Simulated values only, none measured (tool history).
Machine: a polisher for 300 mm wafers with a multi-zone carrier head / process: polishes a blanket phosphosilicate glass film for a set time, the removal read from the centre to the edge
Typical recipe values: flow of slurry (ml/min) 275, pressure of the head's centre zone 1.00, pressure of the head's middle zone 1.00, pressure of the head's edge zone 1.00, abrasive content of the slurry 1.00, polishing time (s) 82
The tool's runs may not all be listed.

run,day,flow of slurry (ml/min),pressure of the head's centre zone,pressure of the head's middle zone,pressure of the head's edge zone,abrasive content of the slurry,polishing time (s),wafers since the last listed run,wafers polished on this pad,hours since the slurry nozzle was cleaned,hours since the centre zone pressure was calibrated,hours since the edge zone pressure was calibrated,hours since the carrier head's membrane was replaced,"incoming thickness of the incoming film, nm",film removed at the wafer's centre (angstrom),film removed at mid-radius (angstrom),film removed at the wafer's edge (angstrom)
1,0.000,275,1.00,1.00,1.00,1.00,104,0,1080,506.1,302.6,463.8,2016.7,3550.8,10100,10322,10123
# day 0.779: carrier head's membrane replaced by a new one
2,1.362,215,1.06,1.00,1.00,1.00,82,281,1361,538.8,335.3,496.5,14.0,3532.0,7986,7648,7703
3,2.312,215,1.06,1.00,1.00,1.00,82,231,1592,561.6,358.1,519.3,36.8,3520.6,8043,7740,7828
# day 2.496: worn pad replaced by a new one
4,3.262,275,1.00,0.97,1.04,1.00,82,190,186,584.4,380.9,542.1,59.6,3475.9,8158,8166,8431
5,4.279,275,1.00,0.97,1.04,1.00,82,247,434,608.8,405.3,566.5,84.0,3540.4,7810,8028,8179
# day 4.471: slurry nozzle cleaned
6,4.950,275,1.00,1.00,1.00,1.00,82,153,587,11.5,421.4,582.6,100.1,3538.3,8301,8460,8173
7,5.908,275,1.00,1.00,1.00,1.00,82,233,821,34.5,444.4,605.6,123.1,3571.2,8364,8477,8277
8,6.554,190,1.00,1.08,1.00,1.20,70,157,978,50.0,459.9,621.1,138.6,3504.8,7045,7588,7114
# day 7.000: edge zone pressure recalibrated
9,7.183,330,1.00,1.00,1.00,1.15,102,132,1111,65.1,475.0,4.4,153.7,3535.1,10690,11009,10627
# day 7.925: worn pad replaced by a new one
10,8.417,275,1.00,1.00,1.00,1.00,82,259,120,94.7,504.6,34.0,183.3,3547.3,8460,8719,8485
11,9.742,275,1.00,1.00,1.00,1.00,82,322,442,126.5,536.4,65.8,215.1,3490.6,8392,8332,8253
12,11.008,275,1.00,1.00,1.00,0.80,82,308,751,156.9,566.8,96.2,245.5,3552.4,7864,7798,7560
# day 13.221: centre zone pressure recalibrated
13,13.458,275,1.10,1.00,1.00,1.00,57,576,1327,215.7,5.7,155.0,304.3,3512.3,6125,5550,5551
# day 14.379: worn pad replaced by a new one
14,14.783,275,1.12,1.00,1.00,1.00,82,282,98,247.5,37.5,186.8,336.1,3517.4,9612,8771,8520
15,16.008,275,1.00,1.00,1.00,1.00,82,298,397,276.9,66.9,216.2,365.5,3536.0,8343,8540,8229
16,16.842,275,1.00,1.00,1.12,0.90,74,202,600,296.9,86.9,236.2,385.5,3520.3,7177,7294,7579
17,17.529,275,1.00,1.00,1.00,0.75,82,167,767,313.4,103.4,252.7,402.0,3495.0,7380,7596,7535
18,18.733,330,1.00,0.89,1.05,1.00,82,293,1060,342.3,132.3,281.6,430.9,3536.5,8076,7573,8424
19,19.375,210,1.00,1.00,0.89,0.90,106,156,1217,357.7,147.7,297.0,446.3,3560.5,9659,10038,9236
# day 19.954: worn pad replaced by a new one
20,20.004,275,1.12,1.00,1.00,1.00,82,112,12,372.8,162.8,312.1,461.4,3562.0,9452,8751,8621
21,21.458,275,1.05,1.00,1.00,1.00,66,354,366,407.7,197.7,347.0,496.3,3472.6,6905,6699,6571
22,22.071,275,1.00,1.00,1.00,1.00,82,149,515,422.4,212.4,361.7,511.0,3550.6,8176,8329,8062

Predict each of these 3 candidate next runs independently; none follows another, all start after run 22:
A,22.088,275,1.00,1.00,1.00,1.00,82,4,519,422.8,212.8,362.1,511.4,3500.6,?,?,?
B,22.088,360,0.96,1.00,1.00,1.00,82,4,519,422.8,212.8,362.1,511.4,3500.6,?,?,?
C,22.088,235,1.00,1.00,1.00,0.90,109,4,519,422.8,212.8,362.1,511.4,3500.6,?,?,?

run,film removed at the wafer's centre (angstrom),film removed at mid-radius (angstrom),film removed at the wafer's edge (angstrom)
A,8273,8239,8219
B,8209,8493,8406
C,10438,10421,10452
Stripped of hidden state, with their random variation kept, the same runs would have yielded:
run,film removed at the wafer's centre (angstrom),film removed at mid-radius (angstrom),film removed at the wafer's edge (angstrom)
A,8990,8923,8832
B,8853,9136,8990
C,11402,11337,11267
